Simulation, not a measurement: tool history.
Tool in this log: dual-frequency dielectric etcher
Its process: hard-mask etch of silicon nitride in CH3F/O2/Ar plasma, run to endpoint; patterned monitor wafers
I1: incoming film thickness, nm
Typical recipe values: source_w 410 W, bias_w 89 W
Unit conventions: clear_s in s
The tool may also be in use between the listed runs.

run 1 day=0 | source_w=490 bias_w=89 | I1=33.32 | clear_s=39.4
run 2 day=3.283 | source_w=410 bias_w=89 | I1=33.14 | clear_s=42.1
run 3 day=7.604 | source_w=410 bias_w=89 | I1=33.42 | clear_s=42.4
run 4 day=11.708 | source_w=410 bias_w=89 | I1=33.11 | clear_s=42.1
run 5 day=17.129 | source_w=410 bias_w=89 | I1=32.79 | clear_s=41.3
-- day=20.483 wet clean of the chamber
run 6 day=20.504 | source_w=410 bias_w=89 | I1=32.89 | clear_s=42.2
run 7 day=21.404 | source_w=410 bias_w=89 | I1=33.04 | clear_s=42.5
run 8 day=25.825 | source_w=410 bias_w=89 | I1=32.72 | clear_s=41.7
run 9 day=27.612 | source_w=410 bias_w=89 | I1=33.15 | clear_s=42.2
-- day=28.892 bias power generator calibrated
run 10 day=29.842 | source_w=410 bias_w=89 | I1=32.94 | clear_s=40.9
run 11 day=33.246 | source_w=370 bias_w=104 | I1=33.39 | clear_s=39.6
run 12 day=36.267 | source_w=360 bias_w=101 | I1=32.95 | clear_s=40.2
run 13 day=38.608 | source_w=500 bias_w=103 | I1=32.79 | clear_s=34.4
run 14 day=40.154 | source_w=410 bias_w=89 | I1=33.01 | clear_s=40.7
run 15 day=42.033 | source_w=450 bias_w=74 | I1=33.52 | clear_s=44.3
-- day=46.721 upper electrode replaced
run 16 day=46.742 | source_w=480 bias_w=98 | I1=33.18 | clear_s=36.4
-- day=49.067 wet clean of the chamber
run 17 day=53.438 | source_w=370 bias_w=81 | I1=33.02 | clear_s=45.8
run 18 day=56.329 | source_w=470 bias_w=82 | I1=33.32 | clear_s=41.4
run 19 day=58.433 | source_w=410 bias_w=68 | I1=32.83 | clear_s=48.3
-- day=61.262 source power generator calibrated
run 20 day=62.842 | source_w=370 bias_w=108 | I1=33.11 | clear_s=38.9
run 21 day=64.604 | source_w=410 bias_w=89 | I1=32.82 | clear_s=41.5
run 22 day=68.688 | source_w=410 bias_w=89 | I1=33.06 | clear_s=41.2
run 23 day=72.742 | source_w=440 bias_w=71 | I1=33.4 | clear_s=46.1
-- day=75.471 wet clean of the chamber
run 24 day=75.962 | source_w=450 bias_w=89 | I1=33.23 | clear_s=40.5
run 25 day=77.992 | source_w=330 bias_w=76 | I1=33.01 | clear_s=49.7
run 26 day=80.275 | source_w=340 bias_w=80 | I1=33.32 | clear_s=48.2
run 27 day=81.879 | source_w=370 bias_w=89 | I1=33.02 | clear_s=43.4
run 28 day=84.483 | source_w=350 bias_w=81 | I1=32.97 | clear_s=46.9
run 29 day=86.021 | source_w=330 bias_w=104 | I1=33.09 | clear_s=42
run 30 day=95.771 | source_w=410 bias_w=89 | I1=33 | clear_s=41.2
run 31 day=98.846 | source_w=410 bias_w=89 | I1=33.32 | clear_s=41.6
run 32 day=101.683 | source_w=380 bias_w=81 | I1=32.98 | clear_s=44.9
-- day=105.029 wet clean of the chamber
run 33 day=114.617 | source_w=490 bias_w=74 | I1=33.13 | clear_s=43.1
run 34 day=117.633 | source_w=410 bias_w=105 | I1=33.41 | clear_s=38.6

Here are 5 independent what-if runs from the current tool condition. What would each one return?
run A day=117.65 | source_w=410 bias_w=89 | I1=32.89 | clear_s=?
run B day=117.65 | source_w=410 bias_w=104 | I1=32.89 | clear_s=?
run C day=117.65 | source_w=380 bias_w=69 | I1=32.89 | clear_s=?
run D day=117.65 | source_w=440 bias_w=89 | I1=32.89 | clear_s=?
run E day=117.65 | source_w=340 bias_w=89 | I1=32.89 | clear_s=?

run=A clear_s=41.8
run=B clear_s=38.3
run=C clear_s=50.1
run=D clear_s=40.5
run=E clear_s=45.2
With no hidden state in the tool, these same runs would have given:
run=A clear_s=41.2
run=B clear_s=37.7
run=C clear_s=49.5
run=D clear_s=40
run=E clear_s=44.6
